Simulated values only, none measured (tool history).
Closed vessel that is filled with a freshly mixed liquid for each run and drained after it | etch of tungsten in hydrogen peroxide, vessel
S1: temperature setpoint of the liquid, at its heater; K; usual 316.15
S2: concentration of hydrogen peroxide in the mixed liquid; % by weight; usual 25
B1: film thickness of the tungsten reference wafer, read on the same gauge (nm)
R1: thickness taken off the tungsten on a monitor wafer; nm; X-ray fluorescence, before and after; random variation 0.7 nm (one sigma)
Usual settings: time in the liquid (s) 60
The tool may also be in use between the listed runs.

Run 1, hour 0: usual settings but S1 319.65 K, S2 27.5 % by weight; B1 110.02. Result: R1 131.59 nm.
Run 2, hour 53.6: usual settings but S1 319.65 K, S2 27.5 % by weight; B1 109.98. Result: R1 131.31 nm.
Run 3, hour 82.7: usual settings but S1 312.65 K, time in the liquid (s) 40; B1 109.98. Result: R1 54.43 nm.
Run 4, hour 133.3: usual settings but S1 312.65 K, time in the liquid (s) 40; B1 110.06. Result: R1 52.75 nm.
Run 5, hour 198.8: usual settings but S1 312.65 K, time in the liquid (s) 40; B1 110.01. Result: R1 53.04 nm.
Run 6, hour 237.2: usual settings; B1 109.97. Result: R1 100.68 nm.
Run 7, hour 263.1: usual settings; B1 109.98. Result: R1 101.19 nm.
Run 8, hour 290.7: usual settings; B1 110.01. Result: R1 99.96 nm.
Run 9, hour 346.6: usual settings; B1 109.99. Result: R1 101.68 nm.
At hour 366.9: thermometer replaced.
Run 10, hour 411.4: usual settings; B1 110.03. Result: R1 102.01 nm.
Run 11, hour 468.4: usual settings but S1 310.15 K, time in the liquid (s) 50; B1 110.02. Result: R1 56.81 nm.
At hour 507.6: gauge calibrated.
Run 12, hour 528.5: usual settings; B1 110.02. Result: R1 99.53 nm.
Run 13, hour 586.6: usual settings but S1 325.15 K, time in the liquid (s) 45; B1 110. Result: R1 132.17 nm.
Run 14, hour 614.1: usual settings; B1 110.03. Result: R1 99.61 nm.
At hour 662.9: new drum of peroxide connected.
Run 15, hour 663.7: usual settings but S1 313.15 K, S2 20 % by weight, time in the liquid (s) 90; B1 109.98. Result: R1 112.07 nm.
Run 16, hour 713.7: usual settings; B1 109.96. Result: R1 100.28 nm.
At hour 730.2: peroxide flow meter replaced.
Run 17, hour 750.9: usual settings but time in the liquid (s) 45; B1 110.03. Result: R1 75.1 nm.
Run 18, hour 956.6: usual settings but S2 18.5 % by weight; B1 109.98. Result: R1 86.48 nm.
Run 19, hour 1024.1: usual settings but time in the liquid (s) 45; B1 110. Result: R1 76.27 nm.
Run 20, hour 1067.7: usual settings but S2 22 % by weight, time in the liquid (s) 30; B1 110.03. Result: R1 47.1 nm.
Run 21, hour 1127: usual settings but S1 313.15 K, S2 19.5 % by weight, time in the liquid (s) 70; B1 109.98. Result: R1 84.63 nm.

What the log doesn't show, run by run:
liquid hotter than its thermometer reads (K): 0 in every run
peroxide flow above the setpoint (%): 0 in every run
peroxide weaker than its label (%): 0 in every run
gauge reads high (%): 0 in every run
